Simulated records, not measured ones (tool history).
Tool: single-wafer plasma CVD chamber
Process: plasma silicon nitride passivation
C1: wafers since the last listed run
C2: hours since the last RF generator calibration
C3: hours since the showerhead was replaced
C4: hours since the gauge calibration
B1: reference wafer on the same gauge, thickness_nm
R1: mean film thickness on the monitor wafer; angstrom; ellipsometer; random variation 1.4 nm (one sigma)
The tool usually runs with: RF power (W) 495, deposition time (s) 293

Run 1, hour 0: usual settings but deposition time (s) 324; C1 0; C2 894.5; C3 4278.6; C4 1040.2; B1 506.115. Result: R1 4730.36 angstrom.
Run 2, hour 59.3: usual settings; C1 267; C2 953.8; C3 4337.9; C4 1099.5; B1 505.694. Result: R1 4257.14 angstrom.
Run 3, hour 125.1: usual settings; C1 296; C2 1019.6; C3 4403.7; C4 1165.3; B1 506.191. Result: R1 4263.46 angstrom.
Run 4, hour 205.1: usual settings; C1 360; C2 1099.6; C3 4483.7; C4 1245.3; B1 505.645. Result: R1 4288.82 angstrom.
Run 5, hour 275.5: usual settings but deposition time (s) 250; C1 317; C2 1170; C3 4554.1; C4 1315.7; B1 505.848. Result: R1 3625.78 angstrom.
Run 6, hour 365.1: usual settings but deposition time (s) 250; C1 404; C2 1259.6; C3 4643.7; C4 1405.3; B1 506.056. Result: R1 3637.46 angstrom.
Run 7, hour 405.3: usual settings but RF power (W) 445; C1 181; C2 1299.8; C3 4683.9; C4 1445.5; B1 506.578. Result: R1 4117.55 angstrom.
Run 8, hour 481.2: usual settings but RF power (W) 445; C1 342; C2 1375.7; C3 4759.8; C4 1521.4; B1 506.195. Result: R1 4116.94 angstrom.
Run 9, hour 521.7: usual settings; C1 182; C2 1416.2; C3 4800.3; C4 1561.9; B1 506.387. Result: R1 4239.57 angstrom.
At hour 545.2: gauge calibrated.
At hour 629.4: showerhead replaced.
Run 10, hour 629.9: usual settings; C1 451; C2 1524.4; C3 0.5; C4 84.7; B1 505.621. Result: R1 4238.09 angstrom.
Run 11, hour 680.2: usual settings but RF power (W) 430, deposition time (s) 238; C1 226; C2 1574.7; C3 50.8; C4 135; B1 506.301. Result: R1 3300.82 angstrom.
Run 12, hour 742.8: usual settings but RF power (W) 440; C1 282; C2 1637.3; C3 113.4; C4 197.6; B1 505.874. Result: R1 4074.27 angstrom.
Run 13, hour 784.2: usual settings but RF power (W) 405; C1 186; C2 1678.7; C3 154.8; C4 239; B1 506.019. Result: R1 3971.84 angstrom.

Run 14 has not been measured yet. What should we expect?
Run 14, hour 820.9: usual settings; C1 165; C2 1715.4; C3 191.5; C4 275.7; B1 ?. Result: R1 ?.

Run 14 gave B1 506.444, R1 4200.01 angstrom.
Were there no unlogged condition in the tool, this run, its random variation unchanged, would have produced R1 4287 angstrom.
